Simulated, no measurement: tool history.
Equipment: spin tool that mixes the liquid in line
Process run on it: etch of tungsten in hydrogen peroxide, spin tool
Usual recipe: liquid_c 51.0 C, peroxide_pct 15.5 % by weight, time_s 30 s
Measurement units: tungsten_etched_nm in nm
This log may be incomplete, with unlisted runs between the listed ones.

| run | hour | liquid_c | peroxide_pct | time_s | wafers since the last listed run | hours since the thermometer was replaced | hours since the peroxide flow meter was replaced | hours since the heated supply line was repaired | hours since the drum of peroxide was connected | hours since the gauge calibration | read-back film thickness of the tungsten reference wafer, read on the same gauge (nm) | tungsten_etched_nm |
|---|---|---|---|---|---|---|---|---|---|---|---|---|
| 1 | 0.0 | 51.0 | 15.5 | 35 | 0 | 1618.2 | 1229.2 | 1341.4 | 929.9 | 72.9 | 109.97 | 89.21 |
| 2 | 78.8 | 51.0 | 15.5 | 35 | 856 | 1697.0 | 1308.0 | 1420.2 | 1008.7 | 151.7 | 109.99 | 88.96 |
|  | 83.5 | heated supply line repaired |
| 3 | 103.7 | 60.0 | 18.0 | 20 | 259 | 1721.9 | 1332.9 | 20.2 | 1033.6 | 176.6 | 110.02 | 93.57 |
| 4 | 127.8 | 55.5 | 13.0 | 40 | 261 | 1746.0 | 1357.0 | 44.3 | 1057.7 | 200.7 | 110.00 | 121.54 |
| 5 | 150.3 | 53.5 | 19.5 | 50 | 244 | 1768.5 | 1379.5 | 66.8 | 1080.2 | 223.2 | 110.03 | 166.18 |
| 6 | 181.0 | 51.0 | 15.5 | 30 | 333 | 1799.2 | 1410.2 | 97.5 | 1110.9 | 253.9 | 109.99 | 76.77 |
| 7 | 203.4 | 51.0 | 15.5 | 30 | 243 | 1821.6 | 1432.6 | 119.9 | 1133.3 | 276.3 | 110.02 | 76.27 |
| 8 | 243.0 | 42.5 | 15.5 | 40 | 430 | 1861.2 | 1472.2 | 159.5 | 1172.9 | 315.9 | 110.01 | 60.04 |
|  | 341.5 | thermometer replaced |
| 9 | 345.6 | 51.0 | 15.5 | 30 | 1104 | 4.1 | 1574.8 | 262.1 | 1275.5 | 418.5 | 110.02 | 75.92 |
| 10 | 376.0 | 51.0 | 17.5 | 20 | 330 | 34.5 | 1605.2 | 292.5 | 1305.9 | 448.9 | 109.98 | 53.81 |
|  | 397.4 | peroxide flow meter replaced |
| 11 | 399.6 | 51.0 | 19.0 | 30 | 245 | 58.1 | 2.2 | 316.1 | 1329.5 | 472.5 | 109.98 | 84.35 |
| 12 | 423.1 | 51.0 | 15.5 | 30 | 255 | 81.6 | 25.7 | 339.6 | 1353.0 | 496.0 | 110.01 | 76.59 |
| 13 | 442.4 | 51.0 | 15.5 | 30 | 209 | 100.9 | 45.0 | 358.9 | 1372.3 | 515.3 | 109.97 | 76.28 |
|  | 457.3 | new drum of peroxide connected |
| 14 | 474.9 | 48.0 | 17.5 | 20 | 342 | 133.4 | 77.5 | 391.4 | 17.6 | 547.8 | 109.94 | 45.67 |
| 15 | 558.7 | 44.5 | 19.0 | 15 | 910 | 217.2 | 161.3 | 475.2 | 101.4 | 631.6 | 109.95 | 28.51 |
| 16 | 589.6 | 51.0 | 19.5 | 30 | 335 | 248.1 | 192.2 | 506.1 | 132.3 | 662.5 | 110.00 | 87.04 |
| 17 | 605.9 | 46.0 | 15.5 | 40 | 177 | 264.4 | 208.5 | 522.4 | 148.6 | 678.8 | 110.00 | 75.40 |
| 18 | 635.9 | 45.0 | 18.5 | 45 | 326 | 294.4 | 238.5 | 552.4 | 178.6 | 708.8 | 110.02 | 86.84 |
| 19 | 650.1 | 55.0 | 15.5 | 30 | 154 | 308.6 | 252.7 | 566.6 | 192.8 | 723.0 | 109.99 | 97.85 |
| 20 | 662.8 | 57.0 | 15.5 | 30 | 138 | 321.3 | 265.4 | 579.3 | 205.5 | 735.7 | 109.98 | 110.38 |
| 21 | 684.4 | 55.0 | 15.5 | 50 | 234 | 342.9 | 287.0 | 600.9 | 227.1 | 757.3 | 110.01 | 164.52 |
| 22 | 757.9 | 54.5 | 18.5 | 15 | 798 | 416.4 | 360.5 | 674.4 | 300.6 | 830.8 | 109.98 | 52.20 |
| 23 | 781.3 | 51.0 | 12.0 | 15 | 254 | 439.8 | 383.9 | 697.8 | 324.0 | 854.2 | 110.00 | 33.89 |
| 24 | 813.4 | 59.5 | 12.5 | 15 | 348 | 471.9 | 416.0 | 729.9 | 356.1 | 886.3 | 110.01 | 57.05 |
| 25 | 844.9 | 51.0 | 15.5 | 50 | 342 | 503.4 | 447.5 | 761.4 | 387.6 | 917.8 | 110.04 | 128.56 |

Each row is a separate what-if for the run after 25, all from the same tool condition, not one after another. Results?
| A | 845.3 | 51.0 | 18.0 | 30 | 4 | 503.8 | 447.9 | 761.8 | 388.0 | 918.2 | ? | ? |
| B | 845.3 | 43.5 | 12.0 | 25 | 4 | 503.8 | 447.9 | 761.8 | 388.0 | 918.2 | ? | ? |
| C | 845.3 | 57.5 | 12.5 | 30 | 4 | 503.8 | 447.9 | 761.8 | 388.0 | 918.2 | ? | ? |
| D | 845.3 | 51.0 | 14.0 | 30 | 4 | 503.8 | 447.9 | 761.8 | 388.0 | 918.2 | ? | ? |
| E | 845.3 | 54.5 | 19.0 | 45 | 4 | 503.8 | 447.9 | 761.8 | 388.0 | 918.2 | ? | ? |

| run | read-back film thickness of the tungsten reference wafer, read on the same gauge (nm) | tungsten_etched_nm |
|---|---|---|
| A | 110.01 | 83.35 |
| B | 110.01 | 35.57 |
| C | 110.01 | 102.29 |
| D | 110.01 | 73.51 |
| E | 110.01 | 158.52 |
Had the tool no hidden state, the same runs would have come out as:
| run | tungsten_etched_nm |
|---|---|
| A | 83.86 |
| B | 35.79 |
| C | 102.91 |
| D | 73.95 |
| E | 159.48 |

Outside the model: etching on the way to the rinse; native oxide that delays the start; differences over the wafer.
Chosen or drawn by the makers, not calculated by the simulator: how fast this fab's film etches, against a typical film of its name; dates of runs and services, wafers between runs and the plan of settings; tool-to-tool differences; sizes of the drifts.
